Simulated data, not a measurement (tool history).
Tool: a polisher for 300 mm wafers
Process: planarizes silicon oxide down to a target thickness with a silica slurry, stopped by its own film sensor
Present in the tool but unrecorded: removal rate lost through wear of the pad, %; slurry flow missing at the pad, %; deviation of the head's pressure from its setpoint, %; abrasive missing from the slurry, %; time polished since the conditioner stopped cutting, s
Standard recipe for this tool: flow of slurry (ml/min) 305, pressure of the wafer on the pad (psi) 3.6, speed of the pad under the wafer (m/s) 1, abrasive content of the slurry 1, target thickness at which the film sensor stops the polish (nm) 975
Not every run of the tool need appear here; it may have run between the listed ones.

| run | hour | flow of slurry (ml/min) | pressure of the wafer on the pad (psi) | speed of the pad under the wafer (m/s) | abrasive content of the slurry | target thickness at which the film sensor stops the polish (nm) | wafers since the last listed run | wafers polished on this pad | hours since the slurry nozzle was cleaned | hours since the head pressure was calibrated | hours since the slurry blender was calibrated | hours since the conditioning disc was replaced | incoming thickness of the incoming film, nm | time until the film sensor stopped the polish (s) |
|---|---|---|---|---|---|---|---|---|---|---|---|---|---|---|
| 1 | 0 | 305 | 3.6 | 1 | 1 | 975 | 0 | 128 | 428.9 | 859 | 33.3 | 282.8 | 1221.1 | 85.2 |
| 2 | 23.3 | 305 | 3.6 | 1 | 1 | 975 | 168 | 297 | 452.2 | 882.3 | 56.6 | 306.1 | 1193.3 | 76.2 |
| 3 | 57.4 | 305 | 3.6 | 1 | 1 | 975 | 247 | 544 | 486.3 | 916.4 | 90.7 | 340.2 | 1210.6 | 83.8 |
| 4 | 81 | 305 | 3.6 | 1 | 1 | 975 | 171 | 715 | 509.9 | 940 | 114.3 | 363.8 | 1206.2 | 80.3 |
| 5 | 95.6 | 305 | 3.6 | 1 | 1 | 975 | 105 | 821 | 524.5 | 954.6 | 128.9 | 378.4 | 1216 | 85.6 |
| 6 | 108.2 | 305 | 3.6 | 1 | 1 | 975 | 91 | 913 | 537.1 | 967.2 | 141.5 | 391 | 1235.7 | 91.4 |
|  | 124.1 | head pressure recalibrated |
| 7 | 129.9 | 305 | 3.6 | 1 | 1 | 975 | 142 | 1055 | 558.8 | 5.8 | 163.2 | 412.7 | 1228.1 | 90.8 |
| 8 | 149.9 | 305 | 3.6 | 1 | 1 | 975 | 145 | 1201 | 578.8 | 25.8 | 183.2 | 432.7 | 1226 | 91.6 |
|  | 159.6 | slurry blender recalibrated |
|  | 161.2 | worn pad replaced by a new one |
|  | 162.3 | slurry nozzle cleaned |
|  | 167.7 | conditioning disc replaced and pad reconditioned |
| 9 | 185.4 | 305 | 3.6 | 1 | 1 | 975 | 208 | 153 | 23.1 | 61.3 | 25.8 | 17.7 | 1204.7 | 78.8 |
| 10 | 200.6 | 345 | 3.6 | 0.66 | 0.75 | 997 | 110 | 263 | 38.3 | 76.5 | 41 | 32.9 | 1206.4 | 113.8 |
| 11 | 225.2 | 305 | 3.6 | 1 | 1 | 975 | 178 | 442 | 62.9 | 101.1 | 65.6 | 57.5 | 1243.9 | 93.2 |
| 12 | 245.8 | 305 | 4.5 | 1 | 1 | 975 | 149 | 591 | 83.5 | 121.7 | 86.2 | 78.1 | 1220.6 | 68.3 |
| 13 | 277.1 | 305 | 3.6 | 1 | 1.1 | 975 | 226 | 818 | 114.8 | 153 | 117.5 | 109.4 | 1215.1 | 80.1 |
| 14 | 296 | 395 | 3.6 | 1.22 | 1 | 975 | 137 | 955 | 133.7 | 171.9 | 136.4 | 128.3 | 1202.6 | 70.5 |
| 15 | 309.9 | 305 | 3.6 | 1 | 1 | 975 | 100 | 1056 | 147.6 | 185.8 | 150.3 | 142.2 | 1225.8 | 88.9 |
| 16 | 333.7 | 205 | 2.9 | 1 | 1 | 975 | 172 | 1228 | 171.4 | 209.6 | 174.1 | 166 | 1216.8 | 111.1 |
|  | 349.8 | worn pad replaced by a new one |
| 17 | 359.4 | 365 | 3.6 | 1 | 1 | 975 | 157 | 69 | 197.1 | 235.3 | 199.8 | 191.7 | 1225.9 | 90.5 |

Consider 3 possible next runs. They are alternatives, not a sequence: every one starts from the tool as it was left by run 17. What does each give?
| A | 359.8 | 305 | 3.6 | 1.18 | 1 | 975 | 2 | 72 | 197.5 | 235.7 | 200.2 | 192.1 | 1210.3 | ? |
| B | 359.8 | 305 | 3.6 | 1 | 0.9 | 975 | 2 | 72 | 197.5 | 235.7 | 200.2 | 192.1 | 1210.3 | ? |
| C | 359.8 | 395 | 3.6 | 0.9 | 1 | 975 | 2 | 72 | 197.5 | 235.7 | 200.2 | 192.1 | 1210.3 | ? |

| run | time until the film sensor stopped the polish (s) |
|---|---|
| A | 77.5 |
| B | 92.1 |
| C | 88.4 |
Without the tool's hidden state the same runs would have given:
| run | time until the film sensor stopped the polish (s) |
|---|---|
| A | 73.2 |
| B | 86.6 |
| C | 83.5 |

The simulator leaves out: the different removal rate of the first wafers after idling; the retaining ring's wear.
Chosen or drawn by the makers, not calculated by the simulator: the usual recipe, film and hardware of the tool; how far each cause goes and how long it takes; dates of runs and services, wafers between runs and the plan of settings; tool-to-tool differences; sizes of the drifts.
